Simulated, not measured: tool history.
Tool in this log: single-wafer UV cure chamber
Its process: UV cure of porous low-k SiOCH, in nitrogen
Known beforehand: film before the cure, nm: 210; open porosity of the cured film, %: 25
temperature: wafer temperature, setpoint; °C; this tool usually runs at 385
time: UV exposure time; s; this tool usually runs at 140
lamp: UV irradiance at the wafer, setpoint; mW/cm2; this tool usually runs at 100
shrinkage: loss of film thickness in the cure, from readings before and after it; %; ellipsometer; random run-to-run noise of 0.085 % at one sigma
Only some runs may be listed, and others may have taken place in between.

run	hour	temperature	time	lamp	wafers since the last listed run	hours since the UV bulbs were replaced	wafers since the quartz window was cleaned	shrinkage
1	0.0	373	140	90	0	689.6	1410	8.103
2	11.6	385	140	90	45	701.2	1455	8.143
3	28.3	385	140	90	65	717.9	1521	8.188
4	42.7	395	140	100	56	732.3	1577	8.820
5	50.1	395	140	100	28	739.7	1606	8.935
# hour 72.5: quartz window cleaned
6	73.0	395	140	100	58	762.6	2	8.883
7	73.6	370	140	100	2	763.2	4	8.366
8	80.6	385	140	100	27	770.2	31	8.612
9	97.3	385	140	100	65	786.9	96	8.555
# hour 110.3: UV bulbs replaced
10	110.8	385	90	74	21	0.5	118	7.201
11	111.7	385	90	100	3	1.4	121	8.575
12	127.1	396	85	65	60	16.8	182	6.631
13	141.0	390	140	100	54	30.7	236	10.399
14	149.5	367	215	100	33	39.2	269	11.914
15	157.7	368	80	117	32	47.4	301	8.179

Same runs, no hidden state in the tool, same run-to-run variation:
The hidden state here: lamp output below its setpoint, %; transmission lost against a clean window, %.
run	shrinkage
1	9.946
2	9.968
3	10.038
4	10.708
5	10.854
6	10.811
7	10.262
8	10.518
9	10.462
10	7.239
11	8.620
12	6.748
13	10.599
14	12.166
15	8.452
